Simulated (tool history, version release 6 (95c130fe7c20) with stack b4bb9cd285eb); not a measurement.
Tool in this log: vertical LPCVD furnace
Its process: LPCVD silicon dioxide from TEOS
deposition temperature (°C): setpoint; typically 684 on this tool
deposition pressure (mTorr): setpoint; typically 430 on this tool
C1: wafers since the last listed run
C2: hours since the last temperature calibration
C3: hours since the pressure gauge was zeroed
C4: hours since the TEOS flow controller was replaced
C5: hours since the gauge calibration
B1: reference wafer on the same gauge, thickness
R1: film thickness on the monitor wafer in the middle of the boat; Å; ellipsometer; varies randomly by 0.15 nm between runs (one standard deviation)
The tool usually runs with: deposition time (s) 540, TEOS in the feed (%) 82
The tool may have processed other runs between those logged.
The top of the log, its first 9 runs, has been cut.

{"run": 10, "hour": 257.5, "deposition temperature (°C)": 681, "deposition pressure (mTorr)": 430, "deposition time (s)": 540, "TEOS in the feed (%)": 73, "C1": 886, "C2": 178, "C3": 1369, "C4": 4656.1, "C5": 522.1, "B1": 54.6, "R1": 509.2}
{"run": 11, "hour": 280.8, "deposition temperature (°C)": 684, "deposition pressure (mTorr)": 455, "deposition time (s)": 540, "TEOS in the feed (%)": 82, "C1": 288, "C2": 201.3, "C3": 1392.3, "C4": 4679.4, "C5": 545.4, "B1": 54.59, "R1": 599.3}
{"run": 12, "hour": 310.3, "deposition temperature (°C)": 675, "deposition pressure (mTorr)": 430, "deposition time (s)": 390, "TEOS in the feed (%)": 82, "C1": 365, "C2": 230.8, "C3": 1421.8, "C4": 4708.9, "C5": 574.9, "B1": 54.61, "R1": 339.5}
{"run": 13, "hour": 344.3, "deposition temperature (°C)": 684, "deposition pressure (mTorr)": 430, "deposition time (s)": 600, "TEOS in the feed (%)": 93, "C1": 421, "C2": 264.8, "C3": 1455.8, "C4": 4742.9, "C5": 608.9, "B1": 54.6, "R1": 689.5}
{"run": 14, "hour": 450.3, "deposition temperature (°C)": 684, "deposition pressure (mTorr)": 430, "deposition time (s)": 540, "TEOS in the feed (%)": 89, "C1": 1313, "C2": 370.8, "C3": 1561.8, "C4": 4848.9, "C5": 714.9, "B1": 54.61, "R1": 605.5}
{"run": 15, "hour": 462.6, "deposition temperature (°C)": 684, "deposition pressure (mTorr)": 430, "deposition time (s)": 540, "TEOS in the feed (%)": 82, "C1": 152, "C2": 383.1, "C3": 1574.1, "C4": 4861.2, "C5": 727.2, "B1": 54.59, "R1": 582.8}
{"run": 16, "hour": 479.4, "deposition temperature (°C)": 691, "deposition pressure (mTorr)": 530, "deposition time (s)": 540, "TEOS in the feed (%)": 82, "C1": 208, "C2": 399.9, "C3": 1590.9, "C4": 4878, "C5": 744, "B1": 54.57, "R1": 767.4}
{"run": 17, "hour": 506.2, "deposition temperature (°C)": 684, "deposition pressure (mTorr)": 430, "deposition time (s)": 540, "TEOS in the feed (%)": 74, "C1": 331, "C2": 426.7, "C3": 1617.7, "C4": 4904.8, "C5": 770.8, "B1": 54.59, "R1": 553}
{"run": 18, "hour": 524.8, "deposition temperature (°C)": 681, "deposition pressure (mTorr)": 430, "deposition time (s)": 420, "TEOS in the feed (%)": 88, "C1": 230, "C2": 445.3, "C3": 1636.3, "C4": 4923.4, "C5": 789.4, "B1": 54.58, "R1": 436.5}
{"hour": 559.0, "done": "pressure gauge zeroed"}
{"hour": 574.3, "done": "gauge calibrated"}
{"hour": 584.5, "done": "TEOS flow controller replaced"}
{"run": 19, "hour": 585.0, "deposition temperature (°C)": 684, "deposition pressure (mTorr)": 430, "deposition time (s)": 540, "TEOS in the feed (%)": 90, "C1": 151, "C2": 505.5, "C3": 26, "C4": 0.5, "C5": 10.7, "B1": 54.6, "R1": 625.2}
{"run": 20, "hour": 597.1, "deposition temperature (°C)": 689, "deposition pressure (mTorr)": 430, "deposition time (s)": 330, "TEOS in the feed (%)": 87, "C1": 149, "C2": 517.6, "C3": 38.1, "C4": 12.6, "C5": 22.8, "B1": 54.6, "R1": 420.5}
{"run": 21, "hour": 629.4, "deposition temperature (°C)": 684, "deposition pressure (mTorr)": 430, "deposition time (s)": 540, "TEOS in the feed (%)": 82, "C1": 400, "C2": 549.9, "C3": 70.4, "C4": 44.9, "C5": 55.1, "B1": 54.65, "R1": 593.7}
{"run": 22, "hour": 666.6, "deposition temperature (°C)": 684, "deposition pressure (mTorr)": 430, "deposition time (s)": 540, "TEOS in the feed (%)": 97, "C1": 460, "C2": 587.1, "C3": 107.6, "C4": 82.1, "C5": 92.3, "B1": 54.59, "R1": 648.4}
{"run": 23, "hour": 686.5, "deposition temperature (°C)": 695, "deposition pressure (mTorr)": 510, "deposition time (s)": 420, "TEOS in the feed (%)": 96, "C1": 246, "C2": 607, "C3": 127.5, "C4": 102, "C5": 112.2, "B1": 54.6, "R1": 707.7}
{"run": 24, "hour": 717.9, "deposition temperature (°C)": 684, "deposition pressure (mTorr)": 430, "deposition time (s)": 540, "TEOS in the feed (%)": 68, "C1": 388, "C2": 638.4, "C3": 158.9, "C4": 133.4, "C5": 143.6, "B1": 54.62, "R1": 541.7}
{"run": 25, "hour": 739.3, "deposition temperature (°C)": 684, "deposition pressure (mTorr)": 515, "deposition time (s)": 540, "TEOS in the feed (%)": 82, "C1": 265, "C2": 659.8, "C3": 180.3, "C4": 154.8, "C5": 165, "B1": 54.55, "R1": 648.3}
{"run": 26, "hour": 753.6, "deposition temperature (°C)": 681, "deposition pressure (mTorr)": 430, "deposition time (s)": 540, "TEOS in the feed (%)": 73, "C1": 177, "C2": 674.1, "C3": 194.6, "C4": 169.1, "C5": 179.3, "B1": 54.6, "R1": 521.1}
{"run": 27, "hour": 782.6, "deposition temperature (°C)": 684, "deposition pressure (mTorr)": 430, "deposition time (s)": 360, "TEOS in the feed (%)": 82, "C1": 359, "C2": 703.1, "C3": 223.6, "C4": 198.1, "C5": 208.3, "B1": 54.6, "R1": 395.3}
{"run": 28, "hour": 797.6, "deposition temperature (°C)": 675, "deposition pressure (mTorr)": 430, "deposition time (s)": 540, "TEOS in the feed (%)": 74, "C1": 185, "C2": 718.1, "C3": 238.6, "C4": 213.1, "C5": 223.3, "B1": 54.61, "R1": 451.7}
{"run": 29, "hour": 818.5, "deposition temperature (°C)": 684, "deposition pressure (mTorr)": 430, "deposition time (s)": 630, "TEOS in the feed (%)": 82, "C1": 258, "C2": 739, "C3": 259.5, "C4": 234, "C5": 244.2, "B1": 54.58, "R1": 691.3}
{"run": 30, "hour": 850.5, "deposition temperature (°C)": 684, "deposition pressure (mTorr)": 430, "deposition time (s)": 540, "TEOS in the feed (%)": 82, "C1": 396, "C2": 771, "C3": 291.5, "C4": 266, "C5": 276.2, "B1": 54.6, "R1": 592.1}
{"run": 31, "hour": 868.8, "deposition temperature (°C)": 684, "deposition pressure (mTorr)": 340, "deposition time (s)": 540, "TEOS in the feed (%)": 76, "C1": 226, "C2": 789.3, "C3": 309.8, "C4": 284.3, "C5": 294.5, "B1": 54.62, "R1": 506.2}

Consider 4 possible next runs. They are alternatives, not a sequence: every one starts from the tool as it was left by run 31. What does each give?
{"run": "A", "hour": 872.2, "deposition temperature (°C)": 684, "deposition pressure (mTorr)": 430, "deposition time (s)": 540, "TEOS in the feed (%)": 82, "C1": 42, "C2": 792.7, "C3": 313.2, "C4": 287.7, "C5": 297.9, "B1": "?", "R1": "?"}
{"run": "B", "hour": 872.2, "deposition temperature (°C)": 684, "deposition pressure (mTorr)": 505, "deposition time (s)": 540, "TEOS in the feed (%)": 77, "C1": 42, "C2": 792.7, "C3": 313.2, "C4": 287.7, "C5": 297.9, "B1": "?", "R1": "?"}
{"run": "C", "hour": 872.2, "deposition temperature (°C)": 684, "deposition pressure (mTorr)": 470, "deposition time (s)": 540, "TEOS in the feed (%)": 97, "C1": 42, "C2": 792.7, "C3": 313.2, "C4": 287.7, "C5": 297.9, "B1": "?", "R1": "?"}
{"run": "D", "hour": 872.2, "deposition temperature (°C)": 692, "deposition pressure (mTorr)": 430, "deposition time (s)": 690, "TEOS in the feed (%)": 92, "C1": 42, "C2": 792.7, "C3": 313.2, "C4": 287.7, "C5": 297.9, "B1": "?", "R1": "?"}

run=A B1=54.58 R1=590.1
run=B B1=54.58 R1=620.4
run=C B1=54.58 R1=671.4
run=D B1=54.58 R1=966.5
With the hidden condition removed and each run's random variation left untouched, the same runs would have given:
run=A R1=594.7
run=B R1=624.6
run=C R1=676.3
run=D R1=974.2
